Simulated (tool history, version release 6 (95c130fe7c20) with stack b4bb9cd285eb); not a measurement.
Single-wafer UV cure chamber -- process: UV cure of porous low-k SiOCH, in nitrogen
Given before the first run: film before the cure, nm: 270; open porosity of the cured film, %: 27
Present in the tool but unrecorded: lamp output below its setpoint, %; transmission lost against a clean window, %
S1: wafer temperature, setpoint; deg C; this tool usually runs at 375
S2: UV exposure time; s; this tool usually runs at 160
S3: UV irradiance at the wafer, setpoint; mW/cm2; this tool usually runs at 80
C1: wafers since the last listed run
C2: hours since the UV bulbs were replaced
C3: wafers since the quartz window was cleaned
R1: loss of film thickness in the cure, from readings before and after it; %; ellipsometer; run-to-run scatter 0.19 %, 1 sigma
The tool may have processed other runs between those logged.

run,hour,S1,S2,S3,C1,C2,C3,R1
1,0.0,375,160,56,0,943.5,3873,8.916
2,192.5,375,160,56,856,1136.0,4730,8.522
# hour 254.3: quartz window cleaned
3,262.8,375,160,80,277,1206.3,37,11.218
4,327.8,375,160,80,289,1271.3,326,11.127
5,389.8,375,160,80,275,1333.3,602,11.366
6,593.9,375,160,80,908,1537.4,1510,11.191
7,638.5,375,160,80,198,1582.0,1709,11.082
8,697.8,375,160,80,263,1641.3,1973,11.133
9,742.3,375,160,80,197,1685.8,2171,11.022
10,769.7,363,160,80,121,1713.2,2292,10.899
11,819.8,363,160,80,222,1763.3,2515,10.855
12,861.5,375,160,80,185,1805.0,2701,11.050
13,895.2,375,160,80,149,1838.7,2851,10.869
14,952.0,375,160,80,252,1895.5,3103,10.824
15,984.1,363,200,49,142,1927.6,3246,8.892
16,1019.2,375,160,112,156,1962.7,3402,12.526
17,1050.3,366,160,80,138,1993.8,3541,10.198
# hour 1088.7: UV bulbs replaced
# hour 1182.0: quartz window cleaned
18,1232.6,388,160,96,739,143.9,224,12.490
19,1290.4,375,70,104,257,201.7,482,8.191
20,1362.1,375,160,56,318,273.4,801,9.147
21,1431.3,375,160,80,307,342.6,1108,11.030
22,1467.5,375,160,80,161,378.8,1270,10.821
23,1514.3,358,225,51,208,425.6,1478,9.912
24,1572.1,375,160,80,257,483.4,1735,10.552
25,1634.8,375,160,80,278,546.1,2014,10.954
26,1696.1,362,245,68,272,607.4,2287,11.869
27,1758.0,375,160,100,275,669.3,2562,11.833
28,1787.7,375,120,80,132,699.0,2694,9.339
29,1815.4,366,160,80,123,726.7,2817,10.709

Below, some changes in R1 between adjacent runs. For each, the amount present without the hidden state too (settings, incoming material, random variation) and the amount remaining for the hidden state with gauge scatter not shared by both compared results:
Run 1 -> 2: settings left as they were, no log entry in between. R1 -0.394 %: hidden state -0.363, all else -0.031.
Run 2 -> 3: S3 56 -> 80, quartz window cleaned. R1 +2.696 %: hidden state +1.028, all else +1.668.
Run 15 -> 16: S1 363 -> 375, S2 200 -> 160, S3 49 -> 112. R1 +3.634 %: hidden state -0.095, all else +3.729.
Run 18 -> 19: S1 388 -> 375, S2 160 -> 70, S3 96 -> 104. R1 -4.299 %: hidden state +0.013, all else -4.312.

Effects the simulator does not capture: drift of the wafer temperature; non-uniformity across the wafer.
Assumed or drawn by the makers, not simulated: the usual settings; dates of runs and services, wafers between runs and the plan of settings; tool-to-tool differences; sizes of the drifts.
